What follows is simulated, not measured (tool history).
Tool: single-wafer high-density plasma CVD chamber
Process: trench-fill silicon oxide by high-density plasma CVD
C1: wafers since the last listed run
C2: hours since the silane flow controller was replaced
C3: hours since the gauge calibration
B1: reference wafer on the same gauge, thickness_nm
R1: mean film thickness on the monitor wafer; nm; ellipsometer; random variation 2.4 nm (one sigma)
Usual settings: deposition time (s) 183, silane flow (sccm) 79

Run 1, hour 0.0: usual settings but deposition time (s) 204; C1 0; C2 2370.2; C3 40.5; B1 1689.220. Result: R1 1777.397 nm.
Run 2, hour 10.0: usual settings but deposition time (s) 204; C1 119; C2 2380.2; C3 50.5; B1 1689.385. Result: R1 1777.620 nm.
Run 3, hour 21.6: usual settings but deposition time (s) 204; C1 138; C2 2391.8; C3 62.1; B1 1689.633. Result: R1 1778.648 nm.
Run 4, hour 29.3: usual settings but silane flow (sccm) 86; C1 91; C2 2399.5; C3 69.8; B1 1690.123. Result: R1 1662.431 nm.
Run 5, hour 43.5: usual settings but silane flow (sccm) 86; C1 169; C2 2413.7; C3 84.0; B1 1689.237. Result: R1 1665.524 nm.
Run 6, hour 59.0: usual settings but silane flow (sccm) 86; C1 184; C2 2429.2; C3 99.5; B1 1690.558. Result: R1 1661.585 nm.
Run 7, hour 70.4: usual settings; C1 135; C2 2440.6; C3 110.9; B1 1689.947. Result: R1 1591.274 nm.
At hour 86.0: silane flow controller replaced.
Run 8, hour 86.5: usual settings but deposition time (s) 195, silane flow (sccm) 91; C1 96; C2 0.5; C3 127.0; B1 1689.443. Result: R1 1824.541 nm.
Run 9, hour 92.1: usual settings but deposition time (s) 195, silane flow (sccm) 91; C1 66; C2 6.1; C3 132.6; B1 1689.716. Result: R1 1824.621 nm.
At hour 97.8: gauge calibrated.
Run 10, hour 109.0: usual settings but silane flow (sccm) 67; C1 201; C2 23.0; C3 11.2; B1 1690.381. Result: R1 1471.498 nm.
Run 11, hour 115.5: usual settings but deposition time (s) 208, silane flow (sccm) 75; C1 77; C2 29.5; C3 17.7; B1 1689.464. Result: R1 1764.085 nm.
Run 12, hour 122.8: usual settings; C1 87; C2 36.8; C3 25.0; B1 1690.306. Result: R1 1594.914 nm.
Run 13, hour 133.7: usual settings but deposition time (s) 149, silane flow (sccm) 84; C1 129; C2 47.7; C3 35.9; B1 1690.039. Result: R1 1336.043 nm.
Run 14, hour 146.9: usual settings but deposition time (s) 160, silane flow (sccm) 92; C1 157; C2 60.9; C3 49.1; B1 1690.635. Result: R1 1509.416 nm.
Run 15, hour 160.6: usual settings; C1 163; C2 74.6; C3 62.8; B1 1690.707. Result: R1 1593.474 nm.
Run 16, hour 176.9: usual settings; C1 194; C2 90.9; C3 79.1; B1 1690.415. Result: R1 1592.889 nm.
Run 17, hour 191.4: usual settings; C1 172; C2 105.4; C3 93.6; B1 1690.250. Result: R1 1591.962 nm.
Run 18, hour 205.9: usual settings but deposition time (s) 218, silane flow (sccm) 74; C1 172; C2 119.9; C3 108.1; B1 1689.132. Result: R1 1836.936 nm.
Run 19, hour 213.3: usual settings but deposition time (s) 207, silane flow (sccm) 69; C1 88; C2 127.3; C3 115.5; B1 1689.176. Result: R1 1685.726 nm.
Run 20, hour 224.8: usual settings but deposition time (s) 201, silane flow (sccm) 64; C1 137; C2 138.8; C3 127.0; B1 1689.537. Result: R1 1587.645 nm.

The tool's hidden state at each run:
delivered silane flow above the setpoint (%): 0 in every run
gauge reads high (%): 0 in every run
